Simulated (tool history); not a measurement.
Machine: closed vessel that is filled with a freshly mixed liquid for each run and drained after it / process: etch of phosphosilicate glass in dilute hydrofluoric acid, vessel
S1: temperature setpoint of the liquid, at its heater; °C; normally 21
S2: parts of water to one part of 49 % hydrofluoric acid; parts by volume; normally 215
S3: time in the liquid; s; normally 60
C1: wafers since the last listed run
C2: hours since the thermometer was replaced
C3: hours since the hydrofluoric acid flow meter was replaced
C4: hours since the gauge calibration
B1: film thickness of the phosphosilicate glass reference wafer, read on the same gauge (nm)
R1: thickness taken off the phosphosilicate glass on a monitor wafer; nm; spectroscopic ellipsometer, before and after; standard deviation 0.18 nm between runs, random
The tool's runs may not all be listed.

run,hour,S1,S2,S3,C1,C2,C3,C4,B1,R1
1,0,21,215,60,0,1744.5,1742.1,484.1,70,36.75
2,17.4,21,215,60,1479,1761.9,1759.5,501.5,70.01,36.76
3,44.9,21,215,60,2338,1789.4,1787,529,70,36.39
4,76,21,215,60,2644,1820.5,1818.1,560.1,70.01,36.53
5,94.7,21,265,60,1590,1839.2,1836.8,578.8,69.99,28.36
6,120.4,21,265,60,2185,1864.9,1862.5,604.5,70.01,28.21
7,148.7,21,265,60,2406,1893.2,1890.8,632.8,69.98,28.17
8,184.2,21,215,60,3018,1928.7,1926.3,668.3,69.99,36.61
9,203.7,21,165,60,1658,1948.2,1945.8,687.8,69.98,49.67
10,238.7,21,165,60,2976,1983.2,1980.8,722.8,70.01,50.11
11,331.6,21,215,60,7899,2076.1,2073.7,815.7,70.01,36.42
12,352.3,21,215,60,1760,2096.8,2094.4,836.4,69.99,36.54
13,413.2,21,215,60,5178,2157.7,2155.3,897.3,69.99,36.66
# hour 437.4: hydrofluoric acid flow meter replaced
# hour 437.9: gauge calibrated
14,443.6,25,155,30,2499,2188.1,6.2,5.7,69.99,31.45
15,460,21,215,60,1394,2204.5,22.6,22.1,70.02,36.63
16,473.4,17,215,40,1139,2217.9,36,35.5,70,21.01

What does the tool deliver on the next run?
# hour 487.8: thermometer replaced
17,501.4,21,250,30,2295,13.6,64,63.5,?,?

Run 17 gave B1 70.01, R1 15.18 nm.
On a tool with no hidden condition, and with the same random variation, this run would have come out at R1 15.18 nm.
